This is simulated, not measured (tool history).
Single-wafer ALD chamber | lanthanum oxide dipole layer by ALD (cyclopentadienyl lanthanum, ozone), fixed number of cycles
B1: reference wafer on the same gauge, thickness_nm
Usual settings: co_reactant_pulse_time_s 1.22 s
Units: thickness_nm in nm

{"run": 1, "hour": 0.0, "co_reactant_pulse_time_s": 1.22, "B1": 0.521, "thickness_nm": 0.524}
{"run": 2, "hour": 13.6, "co_reactant_pulse_time_s": 1.22, "B1": 0.521, "thickness_nm": 0.524}
{"run": 3, "hour": 43.3, "co_reactant_pulse_time_s": 1.22, "B1": 0.521, "thickness_nm": 0.523}
{"run": 4, "hour": 74.7, "co_reactant_pulse_time_s": 1.22, "B1": 0.521, "thickness_nm": 0.522}
{"run": 5, "hour": 94.7, "co_reactant_pulse_time_s": 1.22, "B1": 0.521, "thickness_nm": 0.521}
{"run": 6, "hour": 122.5, "co_reactant_pulse_time_s": 1.22, "B1": 0.521, "thickness_nm": 0.523}
{"run": 7, "hour": 134.7, "co_reactant_pulse_time_s": 1.12, "B1": 0.52, "thickness_nm": 0.515}
{"run": 8, "hour": 154.0, "co_reactant_pulse_time_s": 0.84, "B1": 0.521, "thickness_nm": 0.486}
{"run": 9, "hour": 189.1, "co_reactant_pulse_time_s": 1.43, "B1": 0.521, "thickness_nm": 0.535}
{"run": 10, "hour": 221.1, "co_reactant_pulse_time_s": 0.83, "B1": 0.521, "thickness_nm": 0.484}
{"hour": 255.6, "done": "thermocouple changed; heater temperature recalibrated"}
{"run": 11, "hour": 256.1, "co_reactant_pulse_time_s": 0.89, "B1": 0.521, "thickness_nm": 0.493}
{"run": 12, "hour": 278.8, "co_reactant_pulse_time_s": 0.89, "B1": 0.52, "thickness_nm": 0.491}
{"run": 13, "hour": 302.1, "co_reactant_pulse_time_s": 0.89, "B1": 0.521, "thickness_nm": 0.49}
{"hour": 314.6, "done": "gauge calibrated"}
{"run": 14, "hour": 324.0, "co_reactant_pulse_time_s": 1.09, "B1": 0.521, "thickness_nm": 0.515}
{"hour": 341.0, "done": "showerhead replaced"}
{"run": 15, "hour": 341.5, "co_reactant_pulse_time_s": 0.94, "B1": 0.522, "thickness_nm": 0.5}
{"run": 16, "hour": 359.5, "co_reactant_pulse_time_s": 0.75, "B1": 0.521, "thickness_nm": 0.473}
{"run": 17, "hour": 378.1, "co_reactant_pulse_time_s": 1.43, "B1": 0.521, "thickness_nm": 0.537}
{"run": 18, "hour": 394.2, "co_reactant_pulse_time_s": 1.22, "B1": 0.521, "thickness_nm": 0.526}
{"run": 19, "hour": 413.4, "co_reactant_pulse_time_s": 1.67, "B1": 0.521, "thickness_nm": 0.547}
{"run": 20, "hour": 432.4, "co_reactant_pulse_time_s": 1.56, "B1": 0.521, "thickness_nm": 0.542}
{"run": 21, "hour": 477.2, "co_reactant_pulse_time_s": 1.22, "B1": 0.522, "thickness_nm": 0.526}
{"run": 22, "hour": 490.7, "co_reactant_pulse_time_s": 1.59, "B1": 0.522, "thickness_nm": 0.543}
{"hour": 500.2, "done": "ozone generator serviced"}
{"run": 23, "hour": 517.7, "co_reactant_pulse_time_s": 1.22, "B1": 0.521, "thickness_nm": 0.525}
{"run": 24, "hour": 589.7, "co_reactant_pulse_time_s": 0.92, "B1": 0.521, "thickness_nm": 0.5}
{"run": 25, "hour": 602.4, "co_reactant_pulse_time_s": 1.48, "B1": 0.521, "thickness_nm": 0.538}
{"run": 26, "hour": 618.7, "co_reactant_pulse_time_s": 1.22, "B1": 0.522, "thickness_nm": 0.52}
{"run": 27, "hour": 649.3, "co_reactant_pulse_time_s": 0.99, "B1": 0.521, "thickness_nm": 0.504}
{"run": 28, "hour": 672.7, "co_reactant_pulse_time_s": 1.22, "B1": 0.521, "thickness_nm": 0.524}
{"run": 29, "hour": 700.5, "co_reactant_pulse_time_s": 1.04, "B1": 0.521, "thickness_nm": 0.511}
{"run": 30, "hour": 715.1, "co_reactant_pulse_time_s": 1.22, "B1": 0.522, "thickness_nm": 0.524}
{"run": 31, "hour": 733.2, "co_reactant_pulse_time_s": 1.22, "B1": 0.521, "thickness_nm": 0.524}
{"run": 32, "hour": 761.4, "co_reactant_pulse_time_s": 1.6, "B1": 0.521, "thickness_nm": 0.543}
{"run": 33, "hour": 790.2, "co_reactant_pulse_time_s": 1.64, "B1": 0.521, "thickness_nm": 0.549}
{"run": 34, "hour": 816.7, "co_reactant_pulse_time_s": 1.53, "B1": 0.521, "thickness_nm": 0.542}

Forecast each of these 5 alternatives for the next run:
{"run": "A", "hour": 817.1, "co_reactant_pulse_time_s": 1.65, "B1": "?", "thickness_nm": "?"}
{"run": "B", "hour": 817.1, "co_reactant_pulse_time_s": 0.93, "B1": "?", "thickness_nm": "?"}
{"run": "C", "hour": 817.1, "co_reactant_pulse_time_s": 1.07, "B1": "?", "thickness_nm": "?"}
{"run": "D", "hour": 817.1, "co_reactant_pulse_time_s": 1.63, "B1": "?", "thickness_nm": "?"}
{"run": "E", "hour": 817.1, "co_reactant_pulse_time_s": 0.88, "B1": "?", "thickness_nm": "?"}

run=A B1=0.521 thickness_nm=0.543
run=B B1=0.521 thickness_nm=0.494
run=C B1=0.521 thickness_nm=0.508
run=D B1=0.521 thickness_nm=0.542
run=E B1=0.521 thickness_nm=0.489
Without the tool's hidden state the same runs would have given:
run=A thickness_nm=0.543
run=B thickness_nm=0.494
run=C thickness_nm=0.508
run=D thickness_nm=0.542
run=E thickness_nm=0.489
